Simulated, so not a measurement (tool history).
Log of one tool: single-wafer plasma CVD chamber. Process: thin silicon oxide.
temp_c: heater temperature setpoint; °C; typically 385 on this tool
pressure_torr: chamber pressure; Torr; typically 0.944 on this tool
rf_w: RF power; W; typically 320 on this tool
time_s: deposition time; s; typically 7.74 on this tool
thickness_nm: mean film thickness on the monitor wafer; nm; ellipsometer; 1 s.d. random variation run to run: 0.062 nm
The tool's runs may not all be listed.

run     day  temp_c  pressure_torr  rf_w  time_s  wafers since the last listed run  hours since the last thermocouple change  hours since the last RF generator calibration  hours since the last manometer calibration  hours since the showerhead was replaced  hours since the gauge calibration  read-back reference wafer on the same gauge, thickness_nm  thickness_nm
  1       0     385          0.944   320    7.74                                 0                                    1285.2                                         1959.2                                      2352.5                                   4737.5                              136.1                                                     19.796        16.675
  2   0.358     385          0.944   320    7.74                               263                                    1293.8                                         1967.8                                      2361.1                                   4746.1                              144.7                                                     19.795        16.649
  3   0.671     385          0.944   320    7.74                               229                                    1301.3                                         1975.3                                      2368.6                                   4753.6                              152.2                                                     19.802        16.628
  4   1.133     385          0.944   320    7.74                               340                                    1312.4                                         1986.4                                      2379.7                                   4764.7                              163.3                                                     19.797        16.739
  5   1.862     385          0.944   320    7.74                               536                                    1329.9                                         2003.9                                      2397.2                                   4782.2                              180.8                                                     19.793        16.669
  6   2.379     385          0.944   320    7.74                               380                                    1342.3                                         2016.3                                      2409.6                                   4794.6                              193.2                                                     19.796        16.618
  7   2.858     385          0.944   320    8.35                               352                                    1353.8                                         2027.8                                      2421.1                                   4806.1                              204.7                                                     19.821        17.963
  8   3.233     385          0.944   320    8.35                               275                                    1362.8                                         2036.8                                      2430.1                                   4815.1                              213.7                                                     19.792        17.958
  9   3.871     385          0.944   320    8.72                               468                                    1378.1                                         2052.1                                      2445.4                                   4830.4                                229                                                     19.792         18.78
      4.746  -- gauge calibrated
 10   5.408     385          0.944   320    7.74                              1131                                      1415                                           2089                                      2482.3                                   4867.3                               15.9                                                     19.805        16.671
      6.067  -- showerhead replaced
 11   6.088     385          0.944   320    7.74                               254                                    1431.3                                         2105.3                                      2498.6                                      0.5                               32.2                                                     19.805        16.741
 12   6.479     385          0.944   320    7.74                               288                                    1440.7                                         2114.7                                        2508                                      9.9                               41.6                                                     19.778        16.621
 13   7.008     385          0.944   320    7.74                               389                                    1453.4                                         2127.4                                      2520.7                                     22.6                               54.3                                                     19.768        16.658
 14   7.525     385          0.944   370    7.26                               380                                    1465.8                                         2139.8                                      2533.1                                       35                               66.7                                                     19.781        16.864
      8.192  -- capacitance manometer re-zeroed and calibrated
 15   8.229     393          1.042   340    8.19                               272                                    1482.7                                         2156.7                                         0.9                                     51.9                               83.6                                                     19.806        19.582
      8.567  -- RF generator calibrated
 16   8.588     395          1.091   290    6.56                                18                                    1491.3                                            0.5                                         9.5                                     60.5                               92.2                                                     19.798        14.938
 17    9.15     392          1.004   375    7.74                               413                                    1504.8                                             14                                          23                                       74                              105.7                                                     19.797        18.798
 18   9.742     374          0.871   320    7.74                               435                                      1519                                           28.2                                        37.2                                     88.2                              119.9                                                     19.812        15.553
     10.304  -- thermocouple changed; heater temperature recalibrated
 19  10.417     373           0.75   320    7.74                               251                                       2.7                                           44.4                                        53.4                                    104.4                              136.1                                                     19.804        13.166
 20    10.7     385          0.944   320    8.37                               208                                       9.5                                           51.2                                        60.2                                    111.2                              142.9                                                     19.826        17.994
 21  11.179     385          0.944   365    7.03                               352                                        21                                           62.7                                        71.7                                    122.7                              154.4                                                     19.797        15.958
 22  11.483     385          0.944   320    7.74                               223                                      28.3                                             70                                          79                                      130                              161.7                                                     19.801        16.636
 23  12.125     385          0.944   295    7.74                               472                                      43.7                                           85.4                                        94.4                                    145.4                              177.1                                                     19.807        15.995
 24  12.475     385          0.944   320    7.74                               257                                      52.1                                           93.8                                       102.8                                    153.8                              185.5                                                     19.834        16.695
 25  13.054     389          0.731   270     7.3                               426                                        66                                          107.7                                       116.7                                    167.7                              199.4                                                     19.796            11
 26  13.688     385          0.944   300    7.74                               465                                      81.2                                          122.9                                       131.9                                    182.9                              214.6                                                     19.791         16.14
 27  14.012     399          1.161   380    7.74                               239                                        89                                          130.7                                       139.7                                    190.7                              222.4                                                     19.821        20.894
 28  14.617     385          0.789   320    7.74                               444                                     103.5                                          145.2                                       154.2                                    205.2                              236.9                                                     19.809        13.983
     14.942  -- gauge calibrated
 29  15.154     385          0.944   320    7.74                               395                                     116.4                                          158.1                                       167.1                                    218.1                                5.1                                                     19.815        16.658

Consider 4 possible next runs. They are alternatives, not a sequence: every one starts from the tool as it was left by run 29. What does each give?
  A  15.171     385          0.944   320    8.44                                12                                     116.8                                          158.5                                       167.5                                    218.5                                5.5                                                          ?             ?
  B  15.171     385          0.944   285    8.56                                12                                     116.8                                          158.5                                       167.5                                    218.5                                5.5                                                          ?             ?
  C  15.171     385          0.944   320    7.11                                12                                     116.8                                          158.5                                       167.5                                    218.5                                5.5                                                          ?             ?
  D  15.171     385          0.944   370    8.18                                12                                     116.8                                          158.5                                       167.5                                    218.5                                5.5                                                          ?             ?

run  read-back reference wafer on the same gauge, thickness_nm  thickness_nm
  A                                                     19.796        18.214
  B                                                     19.796        17.432
  C                                                     19.796         15.35
  D                                                     19.796        18.857
Take away the tool's hidden state, keep each run's random variation, and the runs would have read:
run  thickness_nm
  A        18.214
  B        17.432
  C         15.35
  D        18.857

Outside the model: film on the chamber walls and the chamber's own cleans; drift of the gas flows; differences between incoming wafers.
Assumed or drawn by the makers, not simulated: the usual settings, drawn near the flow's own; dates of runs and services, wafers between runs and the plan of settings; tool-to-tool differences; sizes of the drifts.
